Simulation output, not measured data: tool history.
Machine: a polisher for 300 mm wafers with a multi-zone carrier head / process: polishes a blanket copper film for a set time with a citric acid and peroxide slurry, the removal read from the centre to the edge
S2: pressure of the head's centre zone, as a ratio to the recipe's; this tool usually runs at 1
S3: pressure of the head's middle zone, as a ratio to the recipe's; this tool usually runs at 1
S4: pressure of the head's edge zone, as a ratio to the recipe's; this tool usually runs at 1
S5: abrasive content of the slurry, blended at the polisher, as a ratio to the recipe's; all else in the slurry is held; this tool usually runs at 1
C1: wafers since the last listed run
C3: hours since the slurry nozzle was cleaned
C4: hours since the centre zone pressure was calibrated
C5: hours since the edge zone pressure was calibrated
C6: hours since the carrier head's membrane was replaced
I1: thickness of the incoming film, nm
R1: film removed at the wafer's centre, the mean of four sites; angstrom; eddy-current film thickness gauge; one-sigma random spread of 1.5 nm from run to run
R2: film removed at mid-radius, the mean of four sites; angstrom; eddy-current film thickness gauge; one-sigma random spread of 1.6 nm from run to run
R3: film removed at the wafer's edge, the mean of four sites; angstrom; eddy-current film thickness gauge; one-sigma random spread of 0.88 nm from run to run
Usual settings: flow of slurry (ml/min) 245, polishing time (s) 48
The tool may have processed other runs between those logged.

{"run": 1, "day": 0.0, "flow of slurry (ml/min)": 245, "S2": 1, "S3": 1, "S4": 1, "S5": 1, "polishing time (s)": 48, "C1": 0, "wafers polished on this pad": 116, "C3": 472.7, "C4": 239.4, "C5": 807.8, "C6": 1557, "I1": 901.9, "R1": 1103, "R2": 1084, "R3": 1086}
{"run": 2, "day": 1.021, "flow of slurry (ml/min)": 245, "S2": 1, "S3": 1, "S4": 1, "S5": 1, "polishing time (s)": 48, "C1": 182, "wafers polished on this pad": 299, "C3": 497.2, "C4": 263.9, "C5": 832.3, "C6": 1581.5, "I1": 915, "R1": 1084, "R2": 1095, "R3": 1103}
{"run": 3, "day": 2.325, "flow of slurry (ml/min)": 245, "S2": 1, "S3": 1, "S4": 1, "S5": 1, "polishing time (s)": 48, "C1": 233, "wafers polished on this pad": 532, "C3": 528.5, "C4": 295.2, "C5": 863.6, "C6": 1612.8, "I1": 901.4, "R1": 1083, "R2": 1076, "R3": 1082}
{"run": 4, "day": 3.988, "flow of slurry (ml/min)": 245, "S2": 1, "S3": 1, "S4": 1, "S5": 1, "polishing time (s)": 48, "C1": 297, "wafers polished on this pad": 829, "C3": 568.4, "C4": 335.1, "C5": 903.5, "C6": 1652.7, "I1": 913.7, "R1": 1101, "R2": 1061, "R3": 1086}
{"day": 4.746, "done": "slurry nozzle cleaned"}
{"run": 5, "day": 5.012, "flow of slurry (ml/min)": 245, "S2": 1, "S3": 1, "S4": 1, "S5": 1, "polishing time (s)": 48, "C1": 175, "wafers polished on this pad": 1005, "C3": 6.4, "C4": 359.7, "C5": 928.1, "C6": 1677.3, "I1": 916.1, "R1": 1089, "R2": 1110, "R3": 1104}
{"day": 6.179, "done": "centre zone pressure recalibrated"}
{"run": 6, "day": 7.458, "flow of slurry (ml/min)": 245, "S2": 1, "S3": 1, "S4": 1, "S5": 1, "polishing time (s)": 48, "C1": 422, "wafers polished on this pad": 1428, "C3": 65.1, "C4": 30.7, "C5": 986.8, "C6": 1736, "I1": 903.5, "R1": 1068, "R2": 1075, "R3": 1097}
{"day": 9.792, "done": "worn pad replaced by a new one"}
{"day": 11.546, "done": "carrier head's membrane replaced by a new one"}
{"run": 7, "day": 13.162, "flow of slurry (ml/min)": 245, "S2": 1, "S3": 1, "S4": 1, "S5": 1, "polishing time (s)": 48, "C1": 953, "wafers polished on this pad": 566, "C3": 202, "C4": 167.6, "C5": 1123.7, "C6": 38.8, "I1": 926.5, "R1": 1104, "R2": 1097, "R3": 1091}
{"run": 8, "day": 14.521, "flow of slurry (ml/min)": 245, "S2": 1, "S3": 1, "S4": 1, "S5": 1, "polishing time (s)": 48, "C1": 243, "wafers polished on this pad": 809, "C3": 234.6, "C4": 200.2, "C5": 1156.3, "C6": 71.4, "I1": 908.4, "R1": 1089, "R2": 1065, "R3": 1095}
{"day": 20.588, "done": "edge zone pressure recalibrated"}
{"day": 21.462, "done": "worn pad replaced by a new one"}
{"day": 22.425, "done": "centre zone pressure recalibrated"}
{"run": 9, "day": 23.038, "flow of slurry (ml/min)": 245, "S2": 1, "S3": 1, "S4": 1, "S5": 0.8, "polishing time (s)": 48, "C1": 1464, "wafers polished on this pad": 266, "C3": 439, "C4": 14.7, "C5": 58.8, "C6": 275.8, "I1": 913.4, "R1": 1031, "R2": 1036, "R3": 1029}
{"run": 10, "day": 25.304, "flow of slurry (ml/min)": 310, "S2": 0.9, "S3": 1, "S4": 0.89, "S5": 1.15, "polishing time (s)": 48, "C1": 405, "wafers polished on this pad": 672, "C3": 493.4, "C4": 69.1, "C5": 113.2, "C6": 330.2, "I1": 913, "R1": 1032, "R2": 1134, "R3": 1109}
{"run": 11, "day": 27.783, "flow of slurry (ml/min)": 325, "S2": 1, "S3": 0.88, "S4": 1, "S5": 1, "polishing time (s)": 48, "C1": 443, "wafers polished on this pad": 1116, "C3": 552.9, "C4": 128.6, "C5": 172.7, "C6": 389.7, "I1": 908.5, "R1": 1104, "R2": 1000, "R3": 1119}
{"run": 12, "day": 30.308, "flow of slurry (ml/min)": 245, "S2": 0.96, "S3": 1.08, "S4": 1, "S5": 1, "polishing time (s)": 48, "C1": 451, "wafers polished on this pad": 1568, "C3": 613.5, "C4": 189.2, "C5": 233.3, "C6": 450.3, "I1": 902.8, "R1": 1048, "R2": 1157, "R3": 1077}
{"run": 13, "day": 31.875, "flow of slurry (ml/min)": 245, "S2": 1, "S3": 1, "S4": 1, "S5": 1, "polishing time (s)": 48, "C1": 280, "wafers polished on this pad": 1848, "C3": 651.1, "C4": 226.8, "C5": 270.9, "C6": 487.9, "I1": 920.5, "R1": 1084, "R2": 1099, "R3": 1101}
{"run": 14, "day": 33.004, "flow of slurry (ml/min)": 245, "S2": 1, "S3": 1, "S4": 1, "S5": 1, "polishing time (s)": 48, "C1": 202, "wafers polished on this pad": 2050, "C3": 678.2, "C4": 253.9, "C5": 298, "C6": 515, "I1": 904.1, "R1": 1101, "R2": 1091, "R3": 1083}
{"day": 33.554, "done": "worn pad replaced by a new one"}
{"run": 15, "day": 34.538, "flow of slurry (ml/min)": 245, "S2": 1, "S3": 1, "S4": 1, "S5": 1, "polishing time (s)": 48, "C1": 244, "wafers polished on this pad": 175, "C3": 715, "C4": 290.7, "C5": 334.8, "C6": 551.8, "I1": 914.7, "R1": 1076, "R2": 1111, "R3": 1097}
{"day": 34.638, "done": "slurry nozzle cleaned"}
{"run": 16, "day": 36.683, "flow of slurry (ml/min)": 265, "S2": 1, "S3": 1, "S4": 1, "S5": 1, "polishing time (s)": 48, "C1": 376, "wafers polished on this pad": 552, "C3": 49.1, "C4": 342.2, "C5": 386.3, "C6": 603.3, "I1": 908.7, "R1": 1092, "R2": 1071, "R3": 1089}
{"run": 17, "day": 38.483, "flow of slurry (ml/min)": 245, "S2": 1, "S3": 1, "S4": 1, "S5": 1, "polishing time (s)": 48, "C1": 322, "wafers polished on this pad": 874, "C3": 92.3, "C4": 385.4, "C5": 429.5, "C6": 646.5, "I1": 916.9, "R1": 1098, "R2": 1098, "R3": 1095}
{"day": 39.217, "done": "centre zone pressure recalibrated"}
{"run": 18, "day": 41.312, "flow of slurry (ml/min)": 245, "S2": 1, "S3": 0.96, "S4": 1, "S5": 1, "polishing time (s)": 33, "C1": 491, "wafers polished on this pad": 1365, "C3": 160.2, "C4": 50.3, "C5": 497.4, "C6": 714.4, "I1": 909.2, "R1": 755, "R2": 727, "R3": 737}
{"run": 19, "day": 44.167, "flow of slurry (ml/min)": 245, "S2": 1.07, "S3": 0.94, "S4": 1, "S5": 0.85, "polishing time (s)": 43, "C1": 510, "wafers polished on this pad": 1876, "C3": 228.7, "C4": 118.8, "C5": 565.9, "C6": 782.9, "I1": 908.7, "R1": 1004, "R2": 899, "R3": 944}
{"day": 45.212, "done": "worn pad replaced by a new one"}
{"run": 20, "day": 46.375, "flow of slurry (ml/min)": 245, "S2": 1, "S3": 1, "S4": 1, "S5": 1.15, "polishing time (s)": 35, "C1": 365, "wafers polished on this pad": 208, "C3": 281.7, "C4": 171.8, "C5": 618.9, "C6": 835.9, "I1": 912.2, "R1": 816, "R2": 818, "R3": 821}

What differs in the tool's unlogged condition from the final listed run ahead of each entry between runs to the first listed run following it?
Logged between run 4 and run 5: slurry nozzle cleaned (day 4.746)
  no difference in the tool's unlogged condition between these two runs
Logged between run 5 and run 6: centre zone pressure recalibrated (day 6.179)
  no difference in the tool's unlogged condition between these two runs
Logged between run 6 and run 7: worn pad replaced by a new one (day 9.792); carrier head's membrane replaced by a new one (day 11.546)
  no difference in the tool's unlogged condition between these two runs
Logged between run 8 and run 9: edge zone pressure recalibrated (day 20.588); worn pad replaced by a new one (day 21.462); centre zone pressure recalibrated (day 22.425)
  no difference in the tool's unlogged condition between these two runs
Logged between run 14 and run 15: worn pad replaced by a new one (day 33.554)
  no difference in the tool's unlogged condition between these two runs
Logged between run 15 and run 16: slurry nozzle cleaned (day 34.638)
  no difference in the tool's unlogged condition between these two runs
Logged between run 17 and run 18: centre zone pressure recalibrated (day 39.217)
  no difference in the tool's unlogged condition between these two runs
Logged between run 19 and run 20: worn pad replaced by a new one (day 45.212)
  no difference in the tool's unlogged condition between these two runs
